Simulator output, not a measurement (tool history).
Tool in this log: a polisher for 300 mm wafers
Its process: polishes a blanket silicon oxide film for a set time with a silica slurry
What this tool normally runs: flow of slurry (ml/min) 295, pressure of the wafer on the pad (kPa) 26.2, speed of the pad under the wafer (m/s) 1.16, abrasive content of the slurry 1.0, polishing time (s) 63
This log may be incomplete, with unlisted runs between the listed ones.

run    hour  flow of slurry (ml/min)  pressure of the wafer on the pad (kPa)  speed of the pad under the wafer (m/s)  abrasive content of the slurry  polishing time (s)  incoming thickness of the incoming film, nm  film removed (angstrom)
  1     0.0                      295                                    26.2                                    1.16                             1.0                  63                                       1184.3                     1483
  2    79.4                      295                                    26.2                                    1.16                             1.0                  63                                       1188.2                     1455
  3   178.6                      295                                    26.2                                    1.16                             1.0                  63                                       1185.0                     1570
  4   279.6                      295                                    26.2                                    1.16                             1.0                  63                                       1175.1                     1546
  5   365.3                      295                                    26.2                                    1.16                             1.0                  63                                       1192.5                     1508
  6   433.2                      295                                    26.2                                    1.16                             1.0                  63                                       1164.7                     1517
  7   507.8                      370                                    26.2                                    1.16                             1.0                  63                                       1165.5                     1526
  8   588.9                      295                                    26.2                                    1.16                             0.8                  63                                       1183.2                     1336
  9   652.9                      295                                    26.2                                    1.16                             0.8                  63                                       1188.3                     1320
 10   723.9                      295                                    26.2                                    1.16                             1.0                  63                                       1173.3                     1339
 11   771.4                      295                                    26.2                                    1.16                             1.0                  63                                       1166.9                     1300
 12   840.4                      295                                    26.2                                    1.16                             1.0                  63                                       1168.7                     1270
 13  1064.5                      295                                    26.2                                    1.50                             1.0                  49                                       1184.4                     1401
 14  1136.2                      295                                    26.2                                    1.16                             1.0                  55                                       1180.3                     1334
 15  1220.3                      295                                    26.2                                    1.16                             1.0                  63                                       1185.6                     1491
 16  1264.5                      235                                    26.2                                    1.42                             1.0                  63                                       1182.0                     1663
 17  1347.4                      295                                    26.2                                    1.16                             0.7                  63                                       1189.9                     1205
 18  1646.4                      295                                    26.2                                    1.16                             1.0                  63                                       1198.7                     1574
 19  1752.2                      330                                    31.7                                    1.16                             1.0                  76                                       1194.5                     2238
 20  1805.4                      295                                    26.2                                    1.16                             0.9                  63                                       1188.5                     1437
 21  1883.4                      295                                    26.2                                    1.16                             1.0                  63                                       1182.9                     1503
 22  1964.3                      295                                    26.2                                    1.16                             1.0                  63                                       1180.1                     1494
 23  2064.4                      295                                    26.2                                    0.96                             1.0                  51                                       1167.4                     1140
 24  2157.1                      295                                    26.2                                    1.16                             1.0                  83                                       1195.1                     1976
 25  2252.5                      295                                    26.2                                    1.40                             1.1                  63                                       1178.5                     1715
 26  2358.8                      295                                    26.2                                    1.16                             1.0                  63                                       1181.1                     1466

Removed from this log: 20 entries logged between the listed runs. Between which two listed runs does each belong, and how does the tool's hidden state at the listed run before it compare with that at the listed run after it?
Between runs 2 and 3: worn pad replaced by a new one (hour 94.0); slurry blender recalibrated (hour 118.8)
  abrasive missing from the slurry, %: 20.8 -> 6.58
  measured value less the no-hidden-state value, film removed (angstrom): -166 -> -48
Between runs 3 and 4: conditioning disc replaced and pad reconditioned (hour 235.7)
  abrasive missing from the slurry, %: 6.58 -> 12.7
  measured value less the no-hidden-state value, film removed (angstrom): -48 -> -98
Between runs 4 and 5: head pressure recalibrated (hour 329.3)
  abrasive missing from the slurry, %: 12.7 -> 15.7
  measured value less the no-hidden-state value, film removed (angstrom): -98 -> -122
Between runs 8 and 9: worn pad replaced by a new one (hour 613.4)
  abrasive missing from the slurry, %: 18.9 -> 19.3
  measured value less the no-hidden-state value, film removed (angstrom): -151 -> -154
Between runs 9 and 10: slurry blender recalibrated (hour 667.9); conditioning disc replaced and pad reconditioned (hour 692.1)
  abrasive missing from the slurry, %: 19.3 -> 34.5
  measured value less the no-hidden-state value, film removed (angstrom): -154 -> -303
Between runs 10 and 11: slurry nozzle cleaned (hour 764.9)
  abrasive missing from the slurry, %: 34.5 -> 37.9
  measured value less the no-hidden-state value, film removed (angstrom): -303 -> -341
Between runs 12 and 13: slurry blender recalibrated, repeated, since the last time left the tool worse (hour 996.0)
  abrasive missing from the slurry, %: 41.4 -> 10.1
  measured value less the no-hidden-state value, film removed (angstrom): -384 -> -69
Between runs 13 and 14: worn pad replaced by a new one (hour 1097.7)
  abrasive missing from the slurry, %: 10.1 -> 14.6
  measured value less the no-hidden-state value, film removed (angstrom): -69 -> -99
Between runs 14 and 15: conditioning disc replaced and pad reconditioned (hour 1171.1)
  abrasive missing from the slurry, %: 14.6 -> 17.9
  measured value less the no-hidden-state value, film removed (angstrom): -99 -> -142
Between runs 17 and 18: slurry nozzle cleaned (hour 1458.1); worn pad replaced by a new one (hour 1540.3); slurry blender recalibrated (hour 1548.5); head pressure recalibrated (hour 1590.4); conditioning disc replaced and pad reconditioned (hour 1641.1)
  abrasive missing from the slurry, %: 20.6 -> 9.64
  measured value less the no-hidden-state value, film removed (angstrom): -161 -> -73
Between runs 22 and 23: slurry blender recalibrated (hour 2019.3); worn pad replaced by a new one (hour 2063.9)
  abrasive missing from the slurry, %: 18.8 -> 11
  measured value less the no-hidden-state value, film removed (angstrom): -151 -> -62
Between runs 24 and 25: conditioning disc replaced and pad reconditioned (hour 2165.6); slurry nozzle cleaned (hour 2181.5)
  abrasive missing from the slurry, %: 17.3 -> 20.9
  measured value less the no-hidden-state value, film removed (angstrom): -179 -> -188

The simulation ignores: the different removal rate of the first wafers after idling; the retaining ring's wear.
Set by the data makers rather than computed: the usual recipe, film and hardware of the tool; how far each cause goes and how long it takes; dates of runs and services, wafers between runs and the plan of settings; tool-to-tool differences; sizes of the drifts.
